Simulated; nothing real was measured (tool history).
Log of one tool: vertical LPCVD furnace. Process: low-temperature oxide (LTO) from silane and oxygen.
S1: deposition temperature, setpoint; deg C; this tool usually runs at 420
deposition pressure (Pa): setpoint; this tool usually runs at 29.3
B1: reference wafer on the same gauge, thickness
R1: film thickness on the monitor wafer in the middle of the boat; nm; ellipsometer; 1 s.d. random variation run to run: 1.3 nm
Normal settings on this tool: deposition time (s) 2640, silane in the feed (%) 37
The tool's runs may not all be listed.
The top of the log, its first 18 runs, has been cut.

{"run": 19, "hour": 1522.6, "S1": 420, "deposition pressure (Pa)": 29.3, "deposition time (s)": 2640, "silane in the feed (%)": 37, "B1": 451.93, "R1": 430.92}
{"run": 20, "hour": 1566.2, "S1": 420, "deposition pressure (Pa)": 29.3, "deposition time (s)": 2640, "silane in the feed (%)": 37, "B1": 451.88, "R1": 428.9}
{"run": 21, "hour": 1665.4, "S1": 424, "deposition pressure (Pa)": 29.3, "deposition time (s)": 2160, "silane in the feed (%)": 31, "B1": 451.93, "R1": 290.23}
{"run": 22, "hour": 1746.7, "S1": 420, "deposition pressure (Pa)": 29.3, "deposition time (s)": 2040, "silane in the feed (%)": 37, "B1": 452.05, "R1": 333.73}
{"run": 23, "hour": 1807.8, "S1": 420, "deposition pressure (Pa)": 29.3, "deposition time (s)": 2640, "silane in the feed (%)": 37, "B1": 451.96, "R1": 428.53}
{"run": 24, "hour": 1896.0, "S1": 420, "deposition pressure (Pa)": 34.0, "deposition time (s)": 3240, "silane in the feed (%)": 37, "B1": 451.88, "R1": 612.96}
{"run": 25, "hour": 1950.6, "S1": 420, "deposition pressure (Pa)": 29.3, "deposition time (s)": 3660, "silane in the feed (%)": 37, "B1": 452.1, "R1": 597.11}
{"run": 26, "hour": 2042.0, "S1": 430, "deposition pressure (Pa)": 31.3, "deposition time (s)": 2640, "silane in the feed (%)": 41, "B1": 452.19, "R1": 568.44}
{"run": 27, "hour": 2087.5, "S1": 420, "deposition pressure (Pa)": 29.3, "deposition time (s)": 2640, "silane in the feed (%)": 37, "B1": 451.81, "R1": 431.08}
{"hour": 2148.8, "done": "gauge calibrated"}
{"run": 28, "hour": 2177.2, "S1": 424, "deposition pressure (Pa)": 32.0, "deposition time (s)": 3450, "silane in the feed (%)": 37, "B1": 451.75, "R1": 637.44}
{"run": 29, "hour": 2233.7, "S1": 420, "deposition pressure (Pa)": 29.3, "deposition time (s)": 2640, "silane in the feed (%)": 37, "B1": 451.7, "R1": 431.08}
{"run": 30, "hour": 2282.2, "S1": 415, "deposition pressure (Pa)": 31.3, "deposition time (s)": 2640, "silane in the feed (%)": 37, "B1": 452.11, "R1": 437.12}
{"run": 31, "hour": 2367.8, "S1": 420, "deposition pressure (Pa)": 29.3, "deposition time (s)": 2640, "silane in the feed (%)": 37, "B1": 451.97, "R1": 432.71}

Here are 4 independent what-if runs from the current tool condition. What would each one return?
{"run": "A", "hour": 2371.8, "S1": 420, "deposition pressure (Pa)": 29.3, "deposition time (s)": 2640, "silane in the feed (%)": 37, "B1": "?", "R1": "?"}
{"run": "B", "hour": 2371.8, "S1": 420, "deposition pressure (Pa)": 29.3, "deposition time (s)": 2640, "silane in the feed (%)": 39, "B1": "?", "R1": "?"}
{"run": "C", "hour": 2371.8, "S1": 428, "deposition pressure (Pa)": 24.0, "deposition time (s)": 3630, "silane in the feed (%)": 31, "B1": "?", "R1": "?"}
{"run": "D", "hour": 2371.8, "S1": 416, "deposition pressure (Pa)": 22.7, "deposition time (s)": 2640, "silane in the feed (%)": 37, "B1": "?", "R1": "?"}

run=A B1=452.14 R1=432.06
run=B B1=452.14 R1=459.92
run=C B1=452.14 R1=421.29
run=D B1=452.14 R1=320.76
Without the tool's hidden state the same runs would have given:
run=A R1=429.02
run=B R1=456.68
run=C R1=417.67
run=D R1=317.84

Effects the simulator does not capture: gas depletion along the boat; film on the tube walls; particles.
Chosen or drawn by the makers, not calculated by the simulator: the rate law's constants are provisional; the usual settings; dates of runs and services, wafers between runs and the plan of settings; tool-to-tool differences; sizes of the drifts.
